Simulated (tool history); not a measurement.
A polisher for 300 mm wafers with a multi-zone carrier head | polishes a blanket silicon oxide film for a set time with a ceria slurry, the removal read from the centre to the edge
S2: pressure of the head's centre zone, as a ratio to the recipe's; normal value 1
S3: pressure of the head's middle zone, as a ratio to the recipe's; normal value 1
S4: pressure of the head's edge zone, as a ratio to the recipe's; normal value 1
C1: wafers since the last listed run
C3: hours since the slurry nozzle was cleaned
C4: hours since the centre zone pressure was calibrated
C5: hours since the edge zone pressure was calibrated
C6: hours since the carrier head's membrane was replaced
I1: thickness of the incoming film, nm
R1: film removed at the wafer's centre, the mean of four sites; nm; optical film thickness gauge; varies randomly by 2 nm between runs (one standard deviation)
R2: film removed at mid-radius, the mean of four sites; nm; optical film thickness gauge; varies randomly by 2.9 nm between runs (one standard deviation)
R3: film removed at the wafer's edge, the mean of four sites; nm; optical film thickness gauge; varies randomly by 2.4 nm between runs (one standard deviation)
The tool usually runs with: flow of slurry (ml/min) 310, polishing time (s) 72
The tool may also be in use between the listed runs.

{"run": 1, "hour": 0.0, "flow of slurry (ml/min)": 310, "S2": 1.04, "S3": 1, "S4": 1, "polishing time (s)": 72, "C1": 0, "wafers polished on this pad": 1297, "C3": 227.1, "C4": 166.2, "C5": 131.2, "C6": 1080.6, "I1": 891.3, "R1": 214.4, "R2": 198.5, "R3": 205.7}
{"run": 2, "hour": 29.0, "flow of slurry (ml/min)": 310, "S2": 1, "S3": 1, "S4": 1, "polishing time (s)": 72, "C1": 276, "wafers polished on this pad": 1574, "C3": 256.1, "C4": 195.2, "C5": 160.2, "C6": 1109.6, "I1": 886.3, "R1": 203.8, "R2": 197.7, "R3": 204.2}
{"hour": 49.7, "done": "worn pad replaced by a new one"}
{"run": 3, "hour": 58.3, "flow of slurry (ml/min)": 400, "S2": 1.03, "S3": 0.95, "S4": 0.96, "polishing time (s)": 72, "C1": 240, "wafers polished on this pad": 81, "C3": 285.4, "C4": 224.5, "C5": 189.5, "C6": 1138.9, "I1": 898.1, "R1": 230.1, "R2": 202.1, "R3": 214.8}
{"run": 4, "hour": 84.2, "flow of slurry (ml/min)": 310, "S2": 1, "S3": 1, "S4": 1, "polishing time (s)": 72, "C1": 246, "wafers polished on this pad": 328, "C3": 311.3, "C4": 250.4, "C5": 215.4, "C6": 1164.8, "I1": 898.6, "R1": 214.5, "R2": 200.2, "R3": 208.7}
{"hour": 106.2, "done": "carrier head's membrane replaced by a new one, of another model than before"}
{"run": 5, "hour": 114.4, "flow of slurry (ml/min)": 415, "S2": 0.89, "S3": 1.05, "S4": 0.9, "polishing time (s)": 72, "C1": 239, "wafers polished on this pad": 568, "C3": 341.5, "C4": 280.6, "C5": 245.6, "C6": 8.2, "I1": 879, "R1": 183.7, "R2": 227.3, "R3": 197}
{"run": 6, "hour": 145.7, "flow of slurry (ml/min)": 310, "S2": 1.06, "S3": 0.92, "S4": 0.91, "polishing time (s)": 82, "C1": 298, "wafers polished on this pad": 866, "C3": 372.8, "C4": 311.9, "C5": 276.9, "C6": 39.5, "I1": 884.6, "R1": 252.7, "R2": 201.8, "R3": 221.1}
{"hour": 153.3, "done": "slurry nozzle cleaned"}
{"run": 7, "hour": 166.0, "flow of slurry (ml/min)": 310, "S2": 0.93, "S3": 1, "S4": 1, "polishing time (s)": 62, "C1": 183, "wafers polished on this pad": 1050, "C3": 12.7, "C4": 332.2, "C5": 297.2, "C6": 59.8, "I1": 891.7, "R1": 160.8, "R2": 175.4, "R3": 175.1}
{"hour": 179.9, "done": "centre zone pressure recalibrated"}
{"run": 8, "hour": 180.4, "flow of slurry (ml/min)": 210, "S2": 1, "S3": 1, "S4": 1, "polishing time (s)": 72, "C1": 118, "wafers polished on this pad": 1168, "C3": 27.1, "C4": 0.5, "C5": 311.6, "C6": 74.2, "I1": 891, "R1": 195.6, "R2": 188.9, "R3": 198.9}
{"run": 9, "hour": 209.8, "flow of slurry (ml/min)": 260, "S2": 0.9, "S3": 1, "S4": 1, "polishing time (s)": 72, "C1": 279, "wafers polished on this pad": 1448, "C3": 56.5, "C4": 29.9, "C5": 341, "C6": 103.6, "I1": 892.4, "R1": 173.5, "R2": 191.1, "R3": 201.6}
{"hour": 240.7, "done": "worn pad replaced by a new one"}
{"run": 10, "hour": 241.0, "flow of slurry (ml/min)": 345, "S2": 1, "S3": 1, "S4": 1.08, "polishing time (s)": 72, "C1": 259, "wafers polished on this pad": 2, "C3": 87.7, "C4": 61.1, "C5": 372.2, "C6": 134.8, "I1": 903.8, "R1": 216, "R2": 211.1, "R3": 230}
{"run": 11, "hour": 273.8, "flow of slurry (ml/min)": 310, "S2": 1, "S3": 1, "S4": 1, "polishing time (s)": 72, "C1": 312, "wafers polished on this pad": 315, "C3": 120.5, "C4": 93.9, "C5": 405, "C6": 167.6, "I1": 890.7, "R1": 213.9, "R2": 208, "R3": 210.4}
{"run": 12, "hour": 296.1, "flow of slurry (ml/min)": 310, "S2": 1, "S3": 1, "S4": 1, "polishing time (s)": 72, "C1": 212, "wafers polished on this pad": 527, "C3": 142.8, "C4": 116.2, "C5": 427.3, "C6": 189.9, "I1": 886, "R1": 207.5, "R2": 199.9, "R3": 210.6}
{"run": 13, "hour": 311.2, "flow of slurry (ml/min)": 310, "S2": 1, "S3": 1, "S4": 0.89, "polishing time (s)": 72, "C1": 143, "wafers polished on this pad": 671, "C3": 157.9, "C4": 131.3, "C5": 442.4, "C6": 205, "I1": 885.1, "R1": 207.8, "R2": 200.2, "R3": 191}
{"run": 14, "hour": 338.5, "flow of slurry (ml/min)": 310, "S2": 1, "S3": 1.09, "S4": 1.06, "polishing time (s)": 72, "C1": 259, "wafers polished on this pad": 931, "C3": 185.2, "C4": 158.6, "C5": 469.7, "C6": 232.3, "I1": 895.5, "R1": 206.5, "R2": 229.4, "R3": 214.6}
{"run": 15, "hour": 364.2, "flow of slurry (ml/min)": 225, "S2": 0.9, "S3": 1, "S4": 1, "polishing time (s)": 72, "C1": 244, "wafers polished on this pad": 1176, "C3": 210.9, "C4": 184.3, "C5": 495.4, "C6": 258, "I1": 890.4, "R1": 171.5, "R2": 193.1, "R3": 201.6}
{"run": 16, "hour": 385.9, "flow of slurry (ml/min)": 275, "S2": 1, "S3": 1, "S4": 1, "polishing time (s)": 72, "C1": 206, "wafers polished on this pad": 1382, "C3": 232.6, "C4": 206, "C5": 517.1, "C6": 279.7, "I1": 899.4, "R1": 202.8, "R2": 200.1, "R3": 201.5}
{"run": 17, "hour": 413.7, "flow of slurry (ml/min)": 390, "S2": 1, "S3": 0.89, "S4": 1.11, "polishing time (s)": 79, "C1": 264, "wafers polished on this pad": 1647, "C3": 260.4, "C4": 233.8, "C5": 544.9, "C6": 307.5, "I1": 889.7, "R1": 230.4, "R2": 190.6, "R3": 240.2}
{"run": 18, "hour": 428.7, "flow of slurry (ml/min)": 365, "S2": 1, "S3": 0.91, "S4": 1, "polishing time (s)": 52, "C1": 142, "wafers polished on this pad": 1790, "C3": 275.4, "C4": 248.8, "C5": 559.9, "C6": 322.5, "I1": 892.3, "R1": 149.8, "R2": 128.9, "R3": 146.8}
{"hour": 435.9, "done": "worn pad replaced by a new one"}
{"run": 19, "hour": 450.3, "flow of slurry (ml/min)": 220, "S2": 1, "S3": 1, "S4": 0.89, "polishing time (s)": 82, "C1": 167, "wafers polished on this pad": 136, "C3": 297, "C4": 270.4, "C5": 581.5, "C6": 344.1, "I1": 900.1, "R1": 236.6, "R2": 230.7, "R3": 216.5}
{"run": 20, "hour": 482.8, "flow of slurry (ml/min)": 310, "S2": 1, "S3": 1, "S4": 1.11, "polishing time (s)": 72, "C1": 309, "wafers polished on this pad": 446, "C3": 329.5, "C4": 302.9, "C5": 614, "C6": 376.6, "I1": 899.1, "R1": 206.5, "R2": 203.6, "R3": 224.9}
{"run": 21, "hour": 498.2, "flow of slurry (ml/min)": 310, "S2": 1.09, "S3": 0.89, "S4": 1, "polishing time (s)": 80, "C1": 146, "wafers polished on this pad": 592, "C3": 344.9, "C4": 318.3, "C5": 629.4, "C6": 392, "I1": 889.7, "R1": 257.2, "R2": 189.3, "R3": 230.8}

Results per run with the tool's hidden condition removed, run-to-run variation unchanged:
Hidden state present: removal rate lost through wear of the pad, %; slurry flow missing at the pad, %; deviation of the centre zone's pressure from its setpoint, %; deviation of the edge zone's pressure from its setpoint, %.
run=1 R1=228.8 R2=211.9 R3=219.5
run=2 R1=218.2 R2=211.7 R3=218.6
run=3 R1=232.3 R2=204.1 R3=216.9
run=4 R1=220.6 R2=205.9 R3=214.6
run=5 R1=191.6 R2=237.2 R3=205.5
run=6 R1=266.2 R2=212.5 R3=232.9
run=7 R1=170.1 R2=185.5 R3=185.2
run=8 R1=207.3 R2=200.2 R3=210.9
run=9 R1=184.6 R2=203.4 R3=214.5
run=10 R1=216.2 R2=211.2 R3=230.1
run=11 R1=219.5 R2=213.5 R3=215.9
run=12 R1=215.4 R2=207.6 R3=218.6
run=13 R1=216.9 R2=209 R3=199.4
run=14 R1=217.4 R2=241.4 R3=225.9
run=15 R1=181.4 R2=204.2 R3=213.2
run=16 R1=215.2 R2=212.3 R3=213.8
run=17 R1=245.1 R2=202.7 R3=255.4
run=18 R1=159.5 R2=137.3 R3=156.3
run=19 R1=241.8 R2=235.8 R3=221.3
run=20 R1=215.4 R2=212.4 R3=234.7
run=21 R1=270.2 R2=198.9 R3=242.5
